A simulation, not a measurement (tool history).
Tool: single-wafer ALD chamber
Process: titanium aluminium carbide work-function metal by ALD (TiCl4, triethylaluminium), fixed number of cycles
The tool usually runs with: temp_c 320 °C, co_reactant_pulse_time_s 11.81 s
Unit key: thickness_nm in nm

run	hour	temp_c	co_reactant_pulse_time_s	read-back reference wafer on the same gauge, thickness_nm	thickness_nm
1	0	320	11.81	2.35	2.001
2	14.1	320	11.81	2.35	2.007
3	31.6	320	11.81	2.348	2.019
4	41.1	320	15.41	2.35	2.045
5	51.8	320	13.09	2.35	2.013
6	59.5	325	11.81	2.351	2.038
7	71.8	320	13.05	2.348	2.026
8	79.8	320	8.24	2.351	1.916
# hour 81.4: gauge calibrated
9	93.8	330	8.59	2.35	2.011
10	108	320	12.88	2.349	2.009
# hour 118.9: thermocouple changed; heater temperature recalibrated
11	124.8	330	12.95	2.349	2.094
12	136.8	330	12.95	2.35	2.095
13	148.3	313	7.54	2.351	1.805
# hour 165.6: showerhead replaced
14	166.1	320	11.81	2.349	1.981
15	169.1	307	13.07	2.349	1.878

Predict the results of run 16:
# hour 184.9: triethylaluminium bottle replaced
16	185.4	320	11.81	?	?

{"run 16": {"read-back reference wafer on the same gauge, thickness_nm": 2.351, "thickness_nm": 2.061}}
On a tool with no hidden condition, and with the same random variation, this run would have come out at thickness_nm 2.061 nm.
